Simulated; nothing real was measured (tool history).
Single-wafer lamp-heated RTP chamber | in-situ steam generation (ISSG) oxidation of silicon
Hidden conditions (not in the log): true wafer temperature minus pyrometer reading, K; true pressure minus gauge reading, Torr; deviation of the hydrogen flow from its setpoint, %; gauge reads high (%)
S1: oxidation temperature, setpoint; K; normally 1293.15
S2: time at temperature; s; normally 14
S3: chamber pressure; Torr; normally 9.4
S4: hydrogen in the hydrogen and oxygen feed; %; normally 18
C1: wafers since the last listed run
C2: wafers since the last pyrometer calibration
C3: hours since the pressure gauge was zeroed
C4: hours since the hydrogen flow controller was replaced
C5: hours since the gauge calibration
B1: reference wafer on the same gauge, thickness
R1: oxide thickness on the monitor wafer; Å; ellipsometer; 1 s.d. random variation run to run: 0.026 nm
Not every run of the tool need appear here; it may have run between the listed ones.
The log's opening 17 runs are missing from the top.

run,hour,S1,S2,S3,S4,C1,C2,C3,C4,C5,B1,R1
18,228.3,1293.15,14,9.4,18,142,530,60.9,151.3,453.5,5.519,51.21
19,245.4,1293.15,14,10.2,18,201,732,78,168.4,470.6,5.537,50.69
20,251.8,1302.15,14,8.7,18,75,807,84.4,174.8,477,5.537,53.53
21,265.1,1288.15,14,8.5,18,156,964,97.7,188.1,490.3,5.528,50.43
# hour 269.8: gauge calibrated
22,281.4,1293.15,11,9.4,18,192,1157,114,204.4,11.6,5.539,45.86
23,297,1298.15,16,9.4,18,184,1341,129.6,220,27.2,5.532,55.92
24,305.1,1280.15,19,8.7,26,95,1436,137.7,228.1,35.3,5.536,61.17
25,316.1,1309.15,15,10.2,23,129,1566,148.7,239.1,46.3,5.521,59.26
26,329.8,1293.15,14,9.4,14,161,1728,162.4,252.8,60,5.52,48.04
27,354.4,1276.15,14,8.9,18,290,2018,187,277.4,84.6,5.523,48.56
28,366,1293.15,14,9.4,23,136,2155,198.6,289,96.2,5.535,54.14
29,375.1,1310.15,14,9.4,18,107,2262,207.7,298.1,105.3,5.519,55.27
30,383.4,1279.15,16,10.1,18,97,2360,216,306.4,113.6,5.535,50.51

Here are 5 independent what-if runs from the current tool condition. What would each one return?
A,383.9,1293.15,14,9.4,18,5,2366,216.5,306.9,114.1,?,?
B,383.9,1293.15,18,9.4,18,5,2366,216.5,306.9,114.1,?,?
C,383.9,1293.15,14,10.2,24,5,2366,216.5,306.9,114.1,?,?
D,383.9,1277.15,10,10,14,5,2366,216.5,306.9,114.1,?,?
E,383.9,1293.15,14,8.8,23,5,2366,216.5,306.9,114.1,?,?

run,B1,R1
A,5.528,51.61
B,5.528,58.19
C,5.528,54.26
D,5.528,39.05
E,5.528,55.08
With no hidden state in the tool, these same runs would have given:
run,R1
A,51.61
B,58.19
C,54.26
D,39.05
E,55.08
